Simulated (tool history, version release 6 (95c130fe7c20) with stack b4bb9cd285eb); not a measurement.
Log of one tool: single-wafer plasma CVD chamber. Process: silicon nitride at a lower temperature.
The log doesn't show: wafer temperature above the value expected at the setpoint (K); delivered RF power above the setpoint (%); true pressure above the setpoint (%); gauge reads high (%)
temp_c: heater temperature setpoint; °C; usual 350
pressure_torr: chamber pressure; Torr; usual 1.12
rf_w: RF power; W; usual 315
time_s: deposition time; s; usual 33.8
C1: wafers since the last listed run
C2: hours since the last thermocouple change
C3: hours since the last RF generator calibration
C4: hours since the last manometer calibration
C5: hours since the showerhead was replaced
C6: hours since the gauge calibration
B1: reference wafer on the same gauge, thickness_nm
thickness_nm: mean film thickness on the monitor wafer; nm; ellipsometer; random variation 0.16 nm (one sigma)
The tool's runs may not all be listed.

{"run": 1, "hour": 0.0, "temp_c": 350, "pressure_torr": 1.12, "rf_w": 315, "time_s": 33.8, "C1": 0, "C2": 563.9, "C3": 949, "C4": 373, "C5": 6534, "C6": 732.4, "B1": 38.84, "thickness_nm": 32.832}
{"run": 2, "hour": 41.6, "temp_c": 350, "pressure_torr": 1.12, "rf_w": 315, "time_s": 33.8, "C1": 951, "C2": 605.5, "C3": 990.6, "C4": 414.6, "C5": 6575.6, "C6": 774, "B1": 38.918, "thickness_nm": 33.096}
{"run": 3, "hour": 73.1, "temp_c": 350, "pressure_torr": 1.12, "rf_w": 315, "time_s": 33.8, "C1": 720, "C2": 637, "C3": 1022.1, "C4": 446.1, "C5": 6607.1, "C6": 805.5, "B1": 38.895, "thickness_nm": 33.207}
{"run": 4, "hour": 113.1, "temp_c": 341, "pressure_torr": 1.12, "rf_w": 315, "time_s": 33.8, "C1": 914, "C2": 677, "C3": 1062.1, "C4": 486.1, "C5": 6647.1, "C6": 845.5, "B1": 38.904, "thickness_nm": 33.053}
{"run": 5, "hour": 140.9, "temp_c": 341, "pressure_torr": 1.12, "rf_w": 315, "time_s": 33.8, "C1": 635, "C2": 704.8, "C3": 1089.9, "C4": 513.9, "C5": 6674.9, "C6": 873.3, "B1": 38.926, "thickness_nm": 32.935}
{"run": 6, "hour": 169.6, "temp_c": 345, "pressure_torr": 1.12, "rf_w": 295, "time_s": 33.8, "C1": 656, "C2": 733.5, "C3": 1118.6, "C4": 542.6, "C5": 6703.6, "C6": 902, "B1": 38.942, "thickness_nm": 31.488}
{"run": 7, "hour": 226.4, "temp_c": 345, "pressure_torr": 1.12, "rf_w": 295, "time_s": 33.8, "C1": 1298, "C2": 790.3, "C3": 1175.4, "C4": 599.4, "C5": 6760.4, "C6": 958.8, "B1": 38.915, "thickness_nm": 31.188}
{"hour": 237.8, "done": "showerhead replaced"}
{"run": 8, "hour": 263.1, "temp_c": 345, "pressure_torr": 1.12, "rf_w": 295, "time_s": 33.8, "C1": 656, "C2": 827, "C3": 1212.1, "C4": 636.1, "C5": 25.3, "C6": 995.5, "B1": 38.886, "thickness_nm": 31.415}
{"run": 9, "hour": 294.7, "temp_c": 345, "pressure_torr": 1.12, "rf_w": 315, "time_s": 33.8, "C1": 722, "C2": 858.6, "C3": 1243.7, "C4": 667.7, "C5": 56.9, "C6": 1027.1, "B1": 38.903, "thickness_nm": 32.84}
{"run": 10, "hour": 343.1, "temp_c": 345, "pressure_torr": 1.12, "rf_w": 315, "time_s": 33.8, "C1": 1106, "C2": 907, "C3": 1292.1, "C4": 716.1, "C5": 105.3, "C6": 1075.5, "B1": 38.902, "thickness_nm": 32.645}
{"run": 11, "hour": 377.4, "temp_c": 350, "pressure_torr": 0.92, "rf_w": 315, "time_s": 35.6, "C1": 784, "C2": 941.3, "C3": 1326.4, "C4": 750.4, "C5": 139.6, "C6": 1109.8, "B1": 38.855, "thickness_nm": 32.884}
{"run": 12, "hour": 423.6, "temp_c": 350, "pressure_torr": 1.12, "rf_w": 315, "time_s": 33.8, "C1": 1056, "C2": 987.5, "C3": 1372.6, "C4": 796.6, "C5": 185.8, "C6": 1156, "B1": 38.907, "thickness_nm": 32.54}
{"run": 13, "hour": 483.3, "temp_c": 350, "pressure_torr": 1.32, "rf_w": 315, "time_s": 37, "C1": 1365, "C2": 1047.2, "C3": 1432.3, "C4": 856.3, "C5": 245.5, "C6": 1215.7, "B1": 38.908, "thickness_nm": 36.783}
{"hour": 486.4, "done": "gauge calibrated"}
{"run": 14, "hour": 536.7, "temp_c": 341, "pressure_torr": 1.12, "rf_w": 315, "time_s": 33.8, "C1": 1221, "C2": 1100.6, "C3": 1485.7, "C4": 909.7, "C5": 298.9, "C6": 50.3, "B1": 38.886, "thickness_nm": 32.476}
{"run": 15, "hour": 569.3, "temp_c": 358, "pressure_torr": 1.34, "rf_w": 315, "time_s": 36.9, "C1": 745, "C2": 1133.2, "C3": 1518.3, "C4": 942.3, "C5": 331.5, "C6": 82.9, "B1": 38.878, "thickness_nm": 36.261}
{"hour": 617.7, "done": "RF generator calibrated"}
{"run": 16, "hour": 633.1, "temp_c": 359, "pressure_torr": 1.03, "rf_w": 260, "time_s": 39, "C1": 1276, "C2": 1197, "C3": 15.4, "C4": 1006.1, "C5": 395.3, "C6": 146.7, "B1": 38.86, "thickness_nm": 32.595}
{"hour": 660.6, "done": "thermocouple changed; heater temperature recalibrated"}
{"run": 17, "hour": 672.7, "temp_c": 358, "pressure_torr": 1.37, "rf_w": 315, "time_s": 29.8, "C1": 722, "C2": 12.1, "C3": 55, "C4": 1045.7, "C5": 434.9, "C6": 186.3, "B1": 38.906, "thickness_nm": 30.587}
{"run": 18, "hour": 730.5, "temp_c": 350, "pressure_torr": 1.12, "rf_w": 315, "time_s": 33.8, "C1": 1321, "C2": 69.9, "C3": 112.8, "C4": 1103.5, "C5": 492.7, "C6": 244.1, "B1": 38.852, "thickness_nm": 33.219}
{"run": 19, "hour": 754.6, "temp_c": 350, "pressure_torr": 1.12, "rf_w": 315, "time_s": 33.8, "C1": 551, "C2": 94, "C3": 136.9, "C4": 1127.6, "C5": 516.8, "C6": 268.2, "B1": 38.905, "thickness_nm": 33.419}
{"run": 20, "hour": 808.5, "temp_c": 357, "pressure_torr": 1.12, "rf_w": 315, "time_s": 38.6, "C1": 1232, "C2": 147.9, "C3": 190.8, "C4": 1181.5, "C5": 570.7, "C6": 322.1, "B1": 38.875, "thickness_nm": 37.721}
{"hour": 821.0, "done": "capacitance manometer re-zeroed and calibrated"}
{"run": 21, "hour": 862.0, "temp_c": 356, "pressure_torr": 1.31, "rf_w": 360, "time_s": 31.9, "C1": 1040, "C2": 201.4, "C3": 244.3, "C4": 41, "C5": 624.2, "C6": 375.6, "B1": 38.846, "thickness_nm": 35.4}
{"run": 22, "hour": 896.9, "temp_c": 337, "pressure_torr": 1.12, "rf_w": 315, "time_s": 33.8, "C1": 798, "C2": 236.3, "C3": 279.2, "C4": 75.9, "C5": 659.1, "C6": 410.5, "B1": 38.934, "thickness_nm": 33.466}
{"run": 23, "hour": 959.3, "temp_c": 350, "pressure_torr": 1.01, "rf_w": 335, "time_s": 31.2, "C1": 1427, "C2": 298.7, "C3": 341.6, "C4": 138.3, "C5": 721.5, "C6": 472.9, "B1": 38.893, "thickness_nm": 31.391}
{"run": 24, "hour": 1006.5, "temp_c": 350, "pressure_torr": 1.12, "rf_w": 255, "time_s": 38.2, "C1": 1079, "C2": 345.9, "C3": 388.8, "C4": 185.5, "C5": 768.7, "C6": 520.1, "B1": 38.883, "thickness_nm": 32.116}
{"run": 25, "hour": 1030.7, "temp_c": 361, "pressure_torr": 1.12, "rf_w": 315, "time_s": 35.7, "C1": 553, "C2": 370.1, "C3": 413, "C4": 209.7, "C5": 792.9, "C6": 544.3, "B1": 38.882, "thickness_nm": 34.654}
{"run": 26, "hour": 1085.8, "temp_c": 350, "pressure_torr": 1.12, "rf_w": 315, "time_s": 33.8, "C1": 1260, "C2": 425.2, "C3": 468.1, "C4": 264.8, "C5": 848, "C6": 599.4, "B1": 38.909, "thickness_nm": 32.955}
{"run": 27, "hour": 1156.3, "temp_c": 350, "pressure_torr": 1.12, "rf_w": 375, "time_s": 33.8, "C1": 1612, "C2": 495.7, "C3": 538.6, "C4": 335.3, "C5": 918.5, "C6": 669.9, "B1": 38.9, "thickness_nm": 37.26}
{"run": 28, "hour": 1214.2, "temp_c": 356, "pressure_torr": 1.19, "rf_w": 275, "time_s": 31.8, "C1": 1324, "C2": 553.6, "C3": 596.5, "C4": 393.2, "C5": 976.4, "C6": 727.8, "B1": 38.877, "thickness_nm": 28.717}

The tool's hidden state at each run:
wafer temperature above the value expected at the setpoint (K): 0 in every run
true pressure above the setpoint (%): 0 in every run
gauge reads high (%): 0 in every run
H1: delivered RF power above the setpoint (%)
run=1 H1=-2.14
run=2 H1=-2.28
run=3 H1=-2.4
run=4 H1=-2.54
run=5 H1=-2.65
run=6 H1=-2.76
run=7 H1=-2.99
run=8 H1=-3.14
run=9 H1=-3.28
run=10 H1=-3.5
run=11 H1=-3.65
run=12 H1=-3.87
run=13 H1=-4.17
run=14 H1=-4.44
run=15 H1=-4.62
run=16 H1=-0.967
run=17 H1=-0.972
run=18 H1=-0.989
run=19 H1=-0.999
run=20 H1=-1.03
run=21 H1=-1.07
run=22 H1=-1.1
run=23 H1=-1.17
run=24 H1=-1.23
run=25 H1=-1.27
run=26 H1=-1.35
run=27 H1=-1.48
run=28 H1=-1.59
